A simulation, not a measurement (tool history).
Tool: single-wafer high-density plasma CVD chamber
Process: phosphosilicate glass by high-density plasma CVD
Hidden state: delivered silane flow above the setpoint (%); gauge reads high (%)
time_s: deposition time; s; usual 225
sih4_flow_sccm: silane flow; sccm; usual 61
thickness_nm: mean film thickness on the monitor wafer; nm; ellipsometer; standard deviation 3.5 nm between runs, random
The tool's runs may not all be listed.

| run | hour | time_s | sih4_flow_sccm | wafers since the last listed run | hours since the silane flow controller was replaced | hours since the gauge calibration | read-back reference wafer on the same gauge, thickness_nm | thickness_nm |
|---|---|---|---|---|---|---|---|---|
| 1 | 0.0 | 239 | 61 | 0 | 3488.1 | 326.8 | 1325.960 | 1388.988 |
| 2 | 57.2 | 239 | 61 | 332 | 3545.3 | 384.0 | 1325.054 | 1389.643 |
| 3 | 114.4 | 239 | 53 | 332 | 3602.5 | 441.2 | 1327.576 | 1216.875 |
| 4 | 179.4 | 198 | 53 | 378 | 3667.5 | 506.2 | 1328.367 | 1005.647 |
| 5 | 228.6 | 225 | 70 | 286 | 3716.7 | 555.4 | 1329.034 | 1503.850 |
| 6 | 263.2 | 225 | 57 | 201 | 3751.3 | 590.0 | 1327.712 | 1228.275 |
| 7 | 289.5 | 225 | 57 | 153 | 3777.6 | 616.3 | 1329.347 | 1226.146 |
| 8 | 324.3 | 244 | 57 | 202 | 3812.4 | 651.1 | 1328.338 | 1329.779 |
| 9 | 353.7 | 247 | 51 | 171 | 3841.8 | 680.5 | 1328.409 | 1208.203 |
|  | 368.0 | gauge calibrated |
| 10 | 396.4 | 244 | 56 | 248 | 3884.5 | 28.4 | 1311.794 | 1294.867 |
|  | 422.4 | silane flow controller replaced |
| 11 | 437.8 | 250 | 57 | 194 | 15.4 | 69.8 | 1315.297 | 1352.577 |
| 12 | 466.0 | 244 | 57 | 164 | 43.6 | 98.0 | 1317.398 | 1316.141 |
| 13 | 528.2 | 208 | 61 | 361 | 105.8 | 160.2 | 1319.115 | 1204.844 |
| 14 | 581.0 | 256 | 66 | 307 | 158.6 | 213.0 | 1321.982 | 1621.783 |

Give the tool's hidden conditions for every run:
delivered silane flow above the setpoint (%): 0 on each run
H1: gauge reads high (%)
| run | H1 |
|---|---|
| 1 | 1.17 |
| 2 | 1.26 |
| 3 | 1.33 |
| 4 | 1.39 |
| 5 | 1.42 |
| 6 | 1.44 |
| 7 | 1.45 |
| 8 | 1.47 |
| 9 | 1.48 |
| 10 | 0.139 |
| 11 | 0.381 |
| 12 | 0.523 |
| 13 | 0.78 |
| 14 | 0.949 |

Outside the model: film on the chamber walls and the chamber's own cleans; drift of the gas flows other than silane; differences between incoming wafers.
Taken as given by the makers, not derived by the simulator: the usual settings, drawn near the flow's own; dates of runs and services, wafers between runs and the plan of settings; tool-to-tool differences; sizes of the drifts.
